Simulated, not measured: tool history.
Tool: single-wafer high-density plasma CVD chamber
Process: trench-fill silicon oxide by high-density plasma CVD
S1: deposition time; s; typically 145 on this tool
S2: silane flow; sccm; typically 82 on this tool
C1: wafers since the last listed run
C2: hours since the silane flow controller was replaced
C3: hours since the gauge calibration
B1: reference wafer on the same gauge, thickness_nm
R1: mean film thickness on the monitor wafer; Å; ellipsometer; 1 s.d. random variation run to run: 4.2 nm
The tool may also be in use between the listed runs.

run 1 hour=0.0 | S1=126 S2=82 | C1=0 C2=2396.4 C3=22.6 | B1=1321.633 | R1=10682.56
run 2 hour=8.4 | S1=145 S2=88 | C1=81 C2=2404.8 C3=31.0 | B1=1319.299 | R1=13257.12
run 3 hour=14.7 | S1=145 S2=88 | C1=61 C2=2411.1 C3=37.3 | B1=1321.057 | R1=13208.59
run 4 hour=24.6 | S1=145 S2=88 | C1=96 C2=2421.0 C3=47.2 | B1=1319.978 | R1=13245.33
run 5 hour=31.9 | S1=160 S2=82 | C1=71 C2=2428.3 C3=54.5 | B1=1319.788 | R1=13549.15
run 6 hour=38.0 | S1=145 S2=82 | C1=59 C2=2434.4 C3=60.6 | B1=1320.145 | R1=12262.11
run 7 hour=53.3 | S1=145 S2=82 | C1=149 C2=2449.7 C3=75.9 | B1=1319.899 | R1=12367.38
run 8 hour=63.9 | S1=145 S2=82 | C1=103 C2=2460.3 C3=86.5 | B1=1320.137 | R1=12237.18
run 9 hour=75.1 | S1=145 S2=82 | C1=109 C2=2471.5 C3=97.7 | B1=1321.996 | R1=12273.89
run 10 hour=90.3 | S1=122 S2=82 | C1=148 C2=2486.7 C3=112.9 | B1=1321.151 | R1=10319.68
run 11 hour=103.7 | S1=122 S2=82 | C1=130 C2=2500.1 C3=126.3 | B1=1320.364 | R1=10378.71
run 12 hour=119.0 | S1=122 S2=82 | C1=149 C2=2515.4 C3=141.6 | B1=1318.049 | R1=10360.19
run 13 hour=125.7 | S1=119 S2=82 | C1=65 C2=2522.1 C3=148.3 | B1=1320.890 | R1=10150.96
run 14 hour=131.9 | S1=166 S2=82 | C1=60 C2=2528.3 C3=154.5 | B1=1320.147 | R1=14080.00
-- hour=139.4 gauge calibrated
run 15 hour=141.3 | S1=133 S2=82 | C1=91 C2=2537.7 C3=1.9 | B1=1319.185 | R1=11296.55
-- hour=156.5 silane flow controller replaced
run 16 hour=157.0 | S1=129 S2=97 | C1=75 C2=0.5 C3=17.6 | B1=1321.582 | R1=12917.73
run 17 hour=167.9 | S1=116 S2=93 | C1=106 C2=11.4 C3=28.5 | B1=1319.784 | R1=11087.69
run 18 hour=184.2 | S1=145 S2=82 | C1=159 C2=27.7 C3=44.8 | B1=1321.003 | R1=12370.89
run 19 hour=190.3 | S1=145 S2=82 | C1=59 C2=33.8 C3=50.9 | B1=1320.136 | R1=12328.50
run 20 hour=198.1 | S1=174 S2=75 | C1=76 C2=41.6 C3=58.7 | B1=1319.133 | R1=13456.83
run 21 hour=207.4 | S1=156 S2=74 | C1=90 C2=50.9 C3=68.0 | B1=1320.303 | R1=11851.24
run 22 hour=217.2 | S1=145 S2=82 | C1=95 C2=60.7 C3=77.8 | B1=1319.467 | R1=12286.62
run 23 hour=223.3 | S1=145 S2=82 | C1=59 C2=66.8 C3=83.9 | B1=1320.921 | R1=12299.09
run 24 hour=231.6 | S1=128 S2=95 | C1=81 C2=75.1 C3=92.2 | B1=1319.772 | R1=12540.24
run 25 hour=248.7 | S1=136 S2=95 | C1=166 C2=92.2 C3=109.3 | B1=1320.066 | R1=13371.53

The tool's hidden state at each run:
delivered silane flow above the setpoint (%): 0 in every run
gauge reads high (%): 0 in every run
